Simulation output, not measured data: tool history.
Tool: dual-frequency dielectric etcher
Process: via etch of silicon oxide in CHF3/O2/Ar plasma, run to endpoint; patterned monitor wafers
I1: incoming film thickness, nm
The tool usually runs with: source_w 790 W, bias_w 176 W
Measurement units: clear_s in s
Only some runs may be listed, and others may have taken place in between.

{"run": 1, "hour": 0.0, "source_w": 790, "bias_w": 176, "I1": 800.9, "clear_s": 341.3}
{"run": 2, "hour": 81.1, "source_w": 790, "bias_w": 176, "I1": 804.1, "clear_s": 346.3}
{"run": 3, "hour": 129.6, "source_w": 790, "bias_w": 176, "I1": 798.7, "clear_s": 345.2}
{"run": 4, "hour": 175.1, "source_w": 790, "bias_w": 176, "I1": 802.3, "clear_s": 345.3}
{"run": 5, "hour": 266.5, "source_w": 790, "bias_w": 176, "I1": 802.7, "clear_s": 347.2}
{"hour": 487.5, "done": "wet clean of the chamber"}
{"run": 6, "hour": 562.4, "source_w": 730, "bias_w": 176, "I1": 792.4, "clear_s": 350.9}
{"run": 7, "hour": 630.0, "source_w": 730, "bias_w": 176, "I1": 797.8, "clear_s": 350.3}
{"hour": 947.4, "done": "upper electrode replaced"}
{"run": 8, "hour": 947.9, "source_w": 790, "bias_w": 154, "I1": 791.6, "clear_s": 350.8}
{"run": 9, "hour": 961.4, "source_w": 670, "bias_w": 190, "I1": 798.6, "clear_s": 369}
{"hour": 990.4, "done": "wet clean of the chamber"}
{"hour": 995.6, "done": "source power generator calibrated"}
{"run": 10, "hour": 1065.5, "source_w": 920, "bias_w": 220, "I1": 806.5, "clear_s": 302.7}
{"run": 11, "hour": 1128.7, "source_w": 660, "bias_w": 157, "I1": 797.8, "clear_s": 377.8}
{"hour": 1272.5, "done": "bias power generator calibrated"}
{"hour": 1436.9, "done": "wet clean of the chamber"}
{"run": 12, "hour": 1439.6, "source_w": 660, "bias_w": 132, "I1": 800, "clear_s": 392.7}
{"run": 13, "hour": 1546.1, "source_w": 790, "bias_w": 176, "I1": 802.3, "clear_s": 344}
{"run": 14, "hour": 1634.5, "source_w": 920, "bias_w": 160, "I1": 798.8, "clear_s": 323.8}
{"run": 15, "hour": 1724.4, "source_w": 730, "bias_w": 134, "I1": 797.8, "clear_s": 373.3}

Predict each of these 4 candidate next runs independently; none follows another, all start after run 15:
{"run": "A", "hour": 1724.9, "source_w": 790, "bias_w": 176, "I1": 806.1, "clear_s": "?"}
{"run": "B", "hour": 1724.9, "source_w": 900, "bias_w": 157, "I1": 806.1, "clear_s": "?"}
{"run": "C", "hour": 1724.9, "source_w": 790, "bias_w": 162, "I1": 806.1, "clear_s": "?"}
{"run": "D", "hour": 1724.9, "source_w": 980, "bias_w": 148, "I1": 806.1, "clear_s": "?"}

run=A clear_s=345.9
run=B clear_s=332.5
run=C clear_s=351.8
run=D clear_s=323
Had the tool no hidden state, the same runs would have come out as:
run=A clear_s=339.1
run=B clear_s=325.9
run=C clear_s=344.9
run=D clear_s=316.7

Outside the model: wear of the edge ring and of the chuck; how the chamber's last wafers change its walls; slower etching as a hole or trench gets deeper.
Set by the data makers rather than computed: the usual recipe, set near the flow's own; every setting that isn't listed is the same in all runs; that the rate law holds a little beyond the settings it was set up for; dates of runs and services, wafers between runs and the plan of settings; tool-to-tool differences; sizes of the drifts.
